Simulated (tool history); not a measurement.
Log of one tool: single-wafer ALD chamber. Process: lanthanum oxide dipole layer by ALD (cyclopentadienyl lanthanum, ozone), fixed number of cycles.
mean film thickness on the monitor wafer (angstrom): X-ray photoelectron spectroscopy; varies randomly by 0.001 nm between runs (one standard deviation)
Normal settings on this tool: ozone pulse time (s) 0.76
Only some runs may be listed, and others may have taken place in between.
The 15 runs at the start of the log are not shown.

run   hour  ozone pulse time (s)  wafers since the last listed run  hours since the last thermocouple change  hours since the last ozone generator service  hours since the showerhead was replaced  hours since the gauge calibration  read-back reference wafer on the same gauge, thickness_nm  mean film thickness on the monitor wafer (angstrom)
 16  314.5                  0.76                               298                                    2197.6                                        1800.6                                   4258.4                              542.3                                                      0.453                                                 4.36
 17  335.6                  0.65                               290                                    2218.7                                        1821.7                                   4279.5                              563.4                                                      0.453                                                 3.91
 18  352.9                  1.06                               237                                      2236                                          1839                                   4296.8                              580.7                                                      0.453                                                 5.07
 19  388.8                  0.49                               493                                    2271.9                                        1874.9                                   4332.7                              616.6                                                      0.453                                                 2.96
 20  418.8                  0.57                               412                                    2301.9                                        1904.9                                   4362.7                              646.6                                                      0.453                                                 3.47
 21    447                  0.97                               387                                    2330.1                                        1933.1                                   4390.9                              674.8                                                      0.453                                                 4.91
     456.5  -- showerhead replaced
 22  460.5                  0.76                                75                                    2343.6                                        1946.6                                        4                              688.3                                                      0.453                                                 4.34
 23  529.5                  0.58                               948                                    2412.6                                        2015.6                                       73                              757.3                                                      0.453                                                 3.54
     541.8  -- thermocouple changed; heater temperature recalibrated
 24  582.4                  0.76                               617                                      40.6                                        2068.5                                    125.9                              810.2                                                      0.453                                                 4.36
 25  612.1                  0.76                               408                                      70.3                                        2098.2                                    155.6                              839.9                                                      0.453                                                 4.35
     616.4  -- gauge calibrated
       625  -- ozone generator serviced
 26  638.2                  0.76                               248                                      96.4                                          13.2                                    181.7                               21.8                                                      0.453                                                 4.36
 27  658.8                  0.64                               283                                       117                                          33.8                                    202.3                               42.4                                                      0.453                                                 3.87
 28  691.8                  1.04                               453                                       150                                          66.8                                    235.3                               75.4                                                      0.453                                                 5.04
 29  721.4                  0.59                               406                                     179.6                                          96.4                                    264.9                                105                                                      0.453                                                  3.6
 30  737.3                  0.94                               218                                     195.5                                         112.3                                    280.8                              120.9                                                      0.453                                                 4.87

Run 31 is up next; what results do you expect?
 31  760.7                  1.05                               321                                     218.9                                         135.7                                    304.2                              144.3                                                          ?                                                    ?

{"run 31": {"read-back reference wafer on the same gauge, thickness_nm": 0.453, "mean film thickness on the monitor wafer (angstrom)": 5.04}}
If the tool had no hidden condition, the same run with the same run-to-run variation would have returned mean film thickness on the monitor wafer (angstrom) 5.04.

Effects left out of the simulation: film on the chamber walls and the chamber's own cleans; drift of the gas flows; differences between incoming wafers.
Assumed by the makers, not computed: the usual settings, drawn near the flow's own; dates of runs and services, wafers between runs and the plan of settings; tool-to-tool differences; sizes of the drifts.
